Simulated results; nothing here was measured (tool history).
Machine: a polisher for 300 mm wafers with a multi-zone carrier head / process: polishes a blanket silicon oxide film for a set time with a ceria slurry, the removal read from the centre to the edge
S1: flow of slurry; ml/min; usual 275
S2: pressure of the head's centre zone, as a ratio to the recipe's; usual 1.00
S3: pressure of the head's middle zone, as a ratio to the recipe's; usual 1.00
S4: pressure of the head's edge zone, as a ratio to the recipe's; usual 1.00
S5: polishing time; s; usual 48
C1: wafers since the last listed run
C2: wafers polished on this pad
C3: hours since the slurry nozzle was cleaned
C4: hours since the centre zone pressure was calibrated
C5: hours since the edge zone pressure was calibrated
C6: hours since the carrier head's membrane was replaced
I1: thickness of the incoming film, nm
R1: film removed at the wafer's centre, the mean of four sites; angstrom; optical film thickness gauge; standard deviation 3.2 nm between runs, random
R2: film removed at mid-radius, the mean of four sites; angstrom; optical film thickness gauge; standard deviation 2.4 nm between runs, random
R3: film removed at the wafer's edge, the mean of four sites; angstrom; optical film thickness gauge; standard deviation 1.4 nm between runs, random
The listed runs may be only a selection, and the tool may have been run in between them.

| run | day | S1 | S2 | S3 | S4 | S5 | C1 | C2 | C3 | C4 | C5 | C6 | I1 | R1 | R2 | R3 |
|---|---|---|---|---|---|---|---|---|---|---|---|---|---|---|---|---|
| 1 | 0.000 | 275 | 1.00 | 1.00 | 1.00 | 48 | 0 | 1156 | 175.2 | 1229.1 | 214.2 | 226.9 | 957.6 | 1949 | 1964 | 2020 |
|  | 1.921 | centre zone pressure recalibrated |
| 2 | 1.979 | 275 | 1.00 | 1.00 | 1.00 | 48 | 331 | 1487 | 222.7 | 1.4 | 261.7 | 274.4 | 961.3 | 1940 | 1955 | 2011 |
| 3 | 3.571 | 275 | 1.00 | 1.00 | 1.00 | 48 | 278 | 1766 | 260.9 | 39.6 | 299.9 | 312.6 | 972.1 | 1960 | 1981 | 1981 |
| 4 | 7.804 | 215 | 0.89 | 1.12 | 0.90 | 48 | 739 | 2505 | 362.5 | 141.2 | 401.5 | 414.2 | 962.8 | 1637 | 1983 | 1799 |
|  | 9.683 | edge zone pressure recalibrated |
| 5 | 10.567 | 185 | 1.00 | 1.11 | 1.00 | 53 | 468 | 2973 | 428.8 | 207.5 | 21.2 | 480.5 | 974.8 | 1862 | 2059 | 2012 |
|  | 11.892 | worn pad replaced by a new one |
| 6 | 13.308 | 275 | 1.00 | 1.00 | 1.00 | 48 | 449 | 247 | 494.6 | 273.3 | 87.0 | 546.3 | 970.1 | 1865 | 1893 | 1959 |
|  | 13.979 | slurry nozzle cleaned |
| 7 | 21.296 | 275 | 1.00 | 1.00 | 0.92 | 48 | 1388 | 1635 | 175.6 | 465.0 | 278.7 | 738.0 | 958.9 | 2008 | 2034 | 1965 |
| 8 | 23.971 | 275 | 1.08 | 1.00 | 1.00 | 63 | 467 | 2103 | 239.8 | 529.2 | 342.9 | 802.2 | 960.3 | 2835 | 2619 | 2669 |
| 9 | 26.525 | 275 | 1.00 | 1.00 | 1.00 | 48 | 446 | 2549 | 301.1 | 590.5 | 404.2 | 863.5 | 978.5 | 1987 | 1969 | 2031 |
|  | 28.025 | edge zone pressure recalibrated |
| 10 | 29.121 | 275 | 1.00 | 1.00 | 1.00 | 48 | 439 | 2988 | 363.4 | 652.8 | 26.3 | 925.8 | 983.8 | 1937 | 1968 | 2037 |
| 11 | 30.529 | 275 | 1.00 | 0.96 | 0.96 | 48 | 246 | 3234 | 397.2 | 686.6 | 60.1 | 959.6 | 977.3 | 1914 | 1916 | 1985 |
| 12 | 31.533 | 275 | 1.00 | 1.00 | 1.00 | 48 | 175 | 3410 | 421.3 | 710.7 | 84.2 | 983.7 | 981.5 | 1933 | 1942 | 2008 |
|  | 33.804 | worn pad replaced by a new one |
| 13 | 33.825 | 275 | 1.00 | 1.00 | 1.00 | 48 | 371 | 3 | 476.3 | 765.7 | 139.2 | 1038.7 | 963.6 | 1987 | 1928 | 1993 |
|  | 36.000 | slurry nozzle cleaned |
| 14 | 36.479 | 275 | 1.00 | 1.00 | 1.00 | 48 | 456 | 460 | 11.5 | 829.4 | 202.9 | 1102.4 | 977.8 | 2097 | 2116 | 2100 |
| 15 | 38.542 | 350 | 1.00 | 1.00 | 1.07 | 48 | 360 | 820 | 61.0 | 878.9 | 252.4 | 1151.9 | 984.4 | 2139 | 2167 | 2241 |
| 16 | 41.362 | 275 | 1.00 | 1.10 | 1.08 | 48 | 492 | 1313 | 128.7 | 946.6 | 320.1 | 1219.6 | 969.3 | 2031 | 2191 | 2110 |
| 17 | 43.004 | 275 | 1.00 | 1.00 | 1.00 | 48 | 286 | 1600 | 168.1 | 986.0 | 359.5 | 1259.0 | 976.0 | 2084 | 2016 | 2053 |
| 18 | 45.354 | 275 | 0.96 | 1.00 | 1.10 | 48 | 410 | 2010 | 224.5 | 1042.4 | 415.9 | 1315.4 | 980.9 | 1885 | 1970 | 2123 |
| 19 | 47.992 | 275 | 0.89 | 1.11 | 1.00 | 48 | 460 | 2471 | 287.8 | 1105.7 | 479.2 | 1378.7 | 979.1 | 1780 | 2151 | 1993 |
|  | 49.979 | edge zone pressure recalibrated |
| 20 | 50.554 | 275 | 0.91 | 0.96 | 1.00 | 56 | 433 | 2904 | 349.3 | 1167.2 | 13.8 | 1440.2 | 977.2 | 2079 | 2208 | 2353 |
| 21 | 53.017 | 275 | 0.92 | 0.89 | 1.00 | 48 | 430 | 3335 | 408.4 | 1226.3 | 72.9 | 1499.3 | 982.1 | 1786 | 1779 | 1995 |
|  | 55.133 | worn pad replaced by a new one |
| 22 | 55.171 | 275 | 1.00 | 0.92 | 1.00 | 48 | 347 | 6 | 460.1 | 1278.0 | 124.6 | 1551.0 | 969.4 | 1958 | 1807 | 1972 |
|  | 55.271 | slurry nozzle cleaned |
| 23 | 57.179 | 320 | 1.00 | 1.00 | 1.00 | 48 | 343 | 350 | 45.8 | 1326.2 | 172.8 | 1599.2 | 983.0 | 2152 | 2108 | 2119 |

Below are 3 alternative next runs, each starting from the tool's condition after run 23. Predict each:
| A | 57.196 | 275 | 1.00 | 1.00 | 1.09 | 48 | 2 | 353 | 46.2 | 1326.6 | 173.2 | 1599.6 | 979.8 | ? | ? | ? |
| B | 57.196 | 275 | 1.00 | 1.12 | 1.00 | 35 | 2 | 353 | 46.2 | 1326.6 | 173.2 | 1599.6 | 979.8 | ? | ? | ? |
| C | 57.196 | 275 | 1.11 | 0.94 | 1.00 | 48 | 2 | 353 | 46.2 | 1326.6 | 173.2 | 1599.6 | 979.8 | ? | ? | ? |

| run | R1 | R2 | R3 |
|---|---|---|---|
| A | 2063 | 2061 | 2206 |
| B | 1506 | 1656 | 1539 |
| C | 2276 | 1956 | 2116 |
Had the tool no hidden state, the same runs would have come out as:
| run | R1 | R2 | R3 |
|---|---|---|---|
| A | 2099 | 2094 | 2232 |
| B | 1532 | 1681 | 1557 |
| C | 2315 | 1987 | 2141 |

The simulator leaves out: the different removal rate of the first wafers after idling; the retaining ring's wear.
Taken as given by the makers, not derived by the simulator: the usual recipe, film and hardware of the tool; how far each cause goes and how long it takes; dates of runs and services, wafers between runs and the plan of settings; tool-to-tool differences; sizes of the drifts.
